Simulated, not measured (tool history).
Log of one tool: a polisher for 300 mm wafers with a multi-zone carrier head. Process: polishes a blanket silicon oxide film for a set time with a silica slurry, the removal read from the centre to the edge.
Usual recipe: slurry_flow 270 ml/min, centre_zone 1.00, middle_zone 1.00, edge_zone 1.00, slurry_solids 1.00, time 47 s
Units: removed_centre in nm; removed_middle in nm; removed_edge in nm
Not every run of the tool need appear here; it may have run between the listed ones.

run   hour  slurry_flow  centre_zone  middle_zone  edge_zone  slurry_solids  time  incoming thickness of the incoming film, nm  removed_centre  removed_middle  removed_edge
  1    0.0          270         1.00         1.00       1.00           1.00    47                                       1026.1           170.7           166.2         171.0
       6.7  -- worn pad replaced by a new one
      50.1  -- edge zone pressure recalibrated
  2   63.4          270         1.00         1.00       1.00           1.00    47                                       1042.2           178.8           174.8         179.7
  3   83.4          270         1.00         1.00       1.00           1.00    47                                       1029.0           180.9           172.9         179.6
  4  118.9          270         1.00         1.00       1.00           1.00    47                                       1008.8           172.4           169.5         175.3
  5  137.3          270         0.93         0.90       1.00           0.85    47                                       1036.0           149.1           145.4         160.6
     154.0  -- worn pad replaced by a new one
  6  159.0          270         1.00         1.00       1.00           1.00    54                                       1033.1           207.9           204.4         206.4
  7  174.0          270         1.00         1.00       1.00           1.00    47                                       1013.7           179.6           176.4         181.0
  8  187.7          270         1.00         1.00       1.00           1.00    31                                       1019.9           118.5           114.9         118.8
     211.2  -- carrier head's membrane replaced by a new one
  9  218.1          270         1.00         1.00       1.00           1.00    33                                       1030.7           126.3           122.7         124.7
     227.4  -- slurry nozzle cleaned
 10  230.5          270         1.00         1.00       1.00           1.00    47                                       1018.6           178.8           173.8         178.6
 11  258.7          270         1.00         1.00       1.00           1.00    47                                       1005.8           172.2           171.7         175.9
 12  290.7          225         1.00         1.11       1.11           1.00    54                                       1007.6           195.6           199.4         203.6
 13  306.5          185         1.00         1.00       1.00           0.85    47                                       1028.6           144.6           145.7         149.7
 14  321.8          270         1.07         1.09       1.00           1.00    36                                       1018.3           135.9           132.2         128.3
     327.5  -- worn pad replaced by a new one
 15  334.4          230         1.00         0.94       1.00           1.20    40                                       1039.2           165.9           155.8         166.6

What will run 16 give?
 16  347.4          270         1.00         1.00       1.00           1.00    47                                       1012.2               ?               ?             ?

{"run 16": {"removed_centre": 180.7, "removed_middle": 178.7, "removed_edge": 182.9}}
If the tool had no hidden condition, the same run with the same run-to-run variation would have returned removed_centre 181.4 nm, removed_middle 179.3 nm, removed_edge 183.6 nm.

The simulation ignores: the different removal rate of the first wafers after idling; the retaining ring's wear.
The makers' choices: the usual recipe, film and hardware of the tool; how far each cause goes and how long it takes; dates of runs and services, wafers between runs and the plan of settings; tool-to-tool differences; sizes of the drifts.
